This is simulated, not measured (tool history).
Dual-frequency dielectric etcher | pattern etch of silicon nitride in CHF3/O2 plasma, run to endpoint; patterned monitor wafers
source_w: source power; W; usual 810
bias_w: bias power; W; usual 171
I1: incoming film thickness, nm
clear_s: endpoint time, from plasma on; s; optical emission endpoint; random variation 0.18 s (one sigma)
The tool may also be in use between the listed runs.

{"run": 1, "hour": 0.0, "source_w": 810, "bias_w": 171, "I1": 82.6, "clear_s": 51.6}
{"run": 2, "hour": 61.6, "source_w": 810, "bias_w": 171, "I1": 83.1, "clear_s": 51.9}
{"run": 3, "hour": 103.0, "source_w": 810, "bias_w": 171, "I1": 82.3, "clear_s": 51.1}
{"hour": 138.0, "done": "wet clean of the chamber"}
{"run": 4, "hour": 197.7, "source_w": 810, "bias_w": 171, "I1": 82.9, "clear_s": 51.4}
{"run": 5, "hour": 382.1, "source_w": 880, "bias_w": 149, "I1": 82.3, "clear_s": 51.1}
{"run": 6, "hour": 444.6, "source_w": 880, "bias_w": 149, "I1": 82.6, "clear_s": 51.6}
{"run": 7, "hour": 493.4, "source_w": 810, "bias_w": 171, "I1": 82.6, "clear_s": 51.6}
{"run": 8, "hour": 537.2, "source_w": 810, "bias_w": 171, "I1": 82.7, "clear_s": 52.1}
{"hour": 596.0, "done": "wet clean of the chamber"}
{"run": 9, "hour": 596.5, "source_w": 810, "bias_w": 171, "I1": 82.6, "clear_s": 50.6}
{"run": 10, "hour": 683.8, "source_w": 810, "bias_w": 171, "I1": 81.9, "clear_s": 50.9}
{"hour": 716.2, "done": "bias power generator calibrated"}
{"run": 11, "hour": 748.4, "source_w": 810, "bias_w": 171, "I1": 83, "clear_s": 51.6}
{"run": 12, "hour": 809.2, "source_w": 990, "bias_w": 152, "I1": 82, "clear_s": 47.2}
{"run": 13, "hour": 878.2, "source_w": 810, "bias_w": 139, "I1": 82.7, "clear_s": 55.5}
{"hour": 925.9, "done": "upper electrode replaced"}
{"run": 14, "hour": 939.1, "source_w": 950, "bias_w": 171, "I1": 82.3, "clear_s": 46.6}
{"hour": 991.3, "done": "wet clean of the chamber"}
{"run": 15, "hour": 1041.4, "source_w": 810, "bias_w": 152, "I1": 82.8, "clear_s": 53.1}
{"hour": 1070.3, "done": "source power generator calibrated"}
{"run": 16, "hour": 1081.2, "source_w": 810, "bias_w": 171, "I1": 83.2, "clear_s": 52.6}
{"run": 17, "hour": 1121.3, "source_w": 680, "bias_w": 188, "I1": 81.9, "clear_s": 56.7}
{"run": 18, "hour": 1165.9, "source_w": 700, "bias_w": 206, "I1": 82.7, "clear_s": 53.7}
{"run": 19, "hour": 1212.9, "source_w": 650, "bias_w": 200, "I1": 83.6, "clear_s": 58}
{"run": 20, "hour": 1317.3, "source_w": 630, "bias_w": 143, "I1": 83.5, "clear_s": 67.3}
{"hour": 1406.7, "done": "wet clean of the chamber"}
{"run": 21, "hour": 1419.4, "source_w": 810, "bias_w": 171, "I1": 82.8, "clear_s": 51.6}
{"run": 22, "hour": 1461.7, "source_w": 730, "bias_w": 131, "I1": 82.5, "clear_s": 60.7}
{"run": 23, "hour": 1533.8, "source_w": 810, "bias_w": 171, "I1": 82.8, "clear_s": 51.9}

Forecast each of these 3 alternatives for the next run:
{"run": "A", "hour": 1534.2, "source_w": 1000, "bias_w": 171, "I1": 82.5, "clear_s": "?"}
{"run": "B", "hour": 1534.2, "source_w": 810, "bias_w": 131, "I1": 82.5, "clear_s": "?"}
{"run": "C", "hour": 1534.2, "source_w": 740, "bias_w": 154, "I1": 82.5, "clear_s": "?"}

run=A clear_s=45.5
run=B clear_s=56.6
run=C clear_s=56.7
Without the tool's hidden state the same runs would have given:
run=A clear_s=46
run=B clear_s=57.2
run=C clear_s=57.3
